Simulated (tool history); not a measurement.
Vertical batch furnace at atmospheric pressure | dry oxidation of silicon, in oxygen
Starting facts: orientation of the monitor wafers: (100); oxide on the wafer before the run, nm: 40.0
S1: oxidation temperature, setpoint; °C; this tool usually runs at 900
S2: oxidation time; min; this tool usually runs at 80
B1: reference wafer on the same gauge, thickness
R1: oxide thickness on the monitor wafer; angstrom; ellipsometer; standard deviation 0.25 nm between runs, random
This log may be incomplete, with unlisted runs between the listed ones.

run	day	S1	S2	B1	R1
1	0	887	80	55.89	486.1
2	0.817	900	80	55.77	503.2
3	1.125	900	80	55.76	508.7
4	1.771	900	80	55.71	500.9
5	2.204	900	80	55.96	497.7
6	2.65	900	97.5	55.76	526.5
# day 2.883: gauge calibrated
# day 3.704: thermocouples replaced and temperature profile calibrated
7	3.725	912	80	55.87	525.5
8	3.925	912	80	55.85	529.2
9	4.379	910	63	55.85	492.3
# day 5.504: boat lift adjusted
10	5.525	900	80	55.86	502.9
11	5.725	923	103	55.95	599.1
12	6.358	909	92.5	55.8	540.7
13	6.908	917	115.5	55.78	595.2
14	7.525	921	108	55.8	596.2
15	8.029	917	54.5	55.81	490.7
16	8.492	890	47.5	55.85	445.2
17	9.05	900	80	55.85	507.5

Consider 3 possible next runs. They are alternatives, not a sequence: every one starts from the tool as it was left by run 17. What does each give?
A	9.254	918	80	?	?
B	9.254	881	107	?	?
C	9.254	908	102	?	?

run	B1	R1
A	55.88	540.5
B	55.88	502.9
C	55.88	553.5
What these runs would have given with no unlogged condition in the tool:
run	R1
A	540.5
B	502.9
C	553.5
